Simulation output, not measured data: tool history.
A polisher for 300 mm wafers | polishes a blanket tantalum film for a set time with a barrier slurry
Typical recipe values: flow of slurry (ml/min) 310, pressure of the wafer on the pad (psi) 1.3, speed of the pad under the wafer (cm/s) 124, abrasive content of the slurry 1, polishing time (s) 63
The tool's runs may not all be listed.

run,day,flow of slurry (ml/min),pressure of the wafer on the pad (psi),speed of the pad under the wafer (cm/s),abrasive content of the slurry,polishing time (s),wafers since the last listed run,wafers polished on this pad,hours since the slurry nozzle was cleaned,hours since the head pressure was calibrated,hours since the slurry blender was calibrated,"incoming thickness of the incoming film, nm",film removed (Å)
1,0,310,1.3,124,1,63,0,1506,320.4,157.6,217.2,246.8,1027
2,2.933,310,1.3,124,1,63,715,2221,390.8,228,287.6,248.5,1031
# day 3.742: worn pad replaced by a new one
# day 4.108: slurry blender recalibrated
3,4.267,310,1.3,124,1,63,264,107,422.8,260,3.8,252.1,1003
4,5.512,355,1.3,124,1,69,303,411,452.7,289.9,33.7,250.1,1110
5,7.5,310,1.3,124,1,63,484,895,500.4,337.6,81.4,249.2,1016
6,10.208,310,1.3,124,1,63,660,1556,565.4,402.6,146.4,248.7,994
7,12,310,1.3,124,1,63,436,1992,608.4,445.6,189.4,251.9,988
# day 12.704: worn pad replaced by a new one
8,14.692,310,1.3,124,1,63,615,484,673,510.2,254,248,998
9,16.112,310,1.3,124,1,63,346,831,707.1,544.3,288.1,251.1,1000
# day 16.575: slurry nozzle cleaned
10,18.242,310,1.3,124,1,63,508,1339,40,595.4,339.2,244.9,1030
11,20.558,310,1.3,124,1,50,564,1904,95.6,651,394.8,254.3,818
# day 21.175: slurry blender recalibrated
# day 22.725: worn pad replaced by a new one
12,22.921,310,1.3,124,1,50,515,48,152.3,707.7,41.9,249.7,798
13,24.975,370,1.3,124,0.85,80,500,549,201.6,757,91.2,248.3,1252
14,27.625,220,1.8,84,1,69,646,1195,265.2,820.6,154.8,246.9,1170
15,29.658,310,1.3,124,1,63,495,1690,314,869.4,203.6,251.7,993
16,31.054,350,1.3,80,1,63,340,2031,347.5,902.9,237.1,251.6,780
# day 32.692: head pressure recalibrated
17,33.154,230,1.3,124,1,63,491,2522,397.9,11.1,287.5,247.6,968
# day 33.425: worn pad replaced by a new one
# day 35.338: slurry blender recalibrated
18,35.462,400,1.7,92,1,63,501,476,453.3,66.5,3,249.6,1127
19,38.104,310,1.3,150,0.9,51,644,1120,516.7,129.9,66.4,253.6,890
20,40.871,310,1.3,124,1,63,674,1795,583.1,196.3,132.8,253.4,975
21,43.429,310,1.3,124,1,63,623,2419,644.5,257.7,194.2,248.2,993
# day 44.362: worn pad replaced by a new one
22,45.05,280,1.6,90,0.75,63,354,167,683.4,296.6,233.1,249.5,920
# day 47.471: slurry nozzle cleaned
23,47.512,310,1.3,124,1,63,590,757,1,355.7,292.2,252.3,1041
24,48.575,415,1,124,1,63,259,1016,26.5,381.2,317.7,250.7,817
# day 49.475: slurry blender recalibrated
25,50.333,310,1.3,142,1.1,63,408,1424,68.7,423.4,20.6,247.8,1152

5 ways to go on from here, each from the tool as it stands after run 25. What would each give?
A,50.35,310,1.3,124,1,63,4,1428,69.1,423.8,21,249.9,?
B,50.35,265,1.3,104,1.15,63,4,1428,69.1,423.8,21,249.9,?
C,50.35,310,1,124,1,63,4,1428,69.1,423.8,21,249.9,?
D,50.35,215,1.6,124,1,63,4,1428,69.1,423.8,21,249.9,?
E,50.35,340,1.1,124,1,63,4,1428,69.1,423.8,21,249.9,?

run,film removed (Å)
A,1009
B,921
C,776
D,1205
E,859
Without the tool's unlogged condition, the same runs would have read:
run,film removed (Å)
A,1017
B,930
C,782
D,1217
E,866
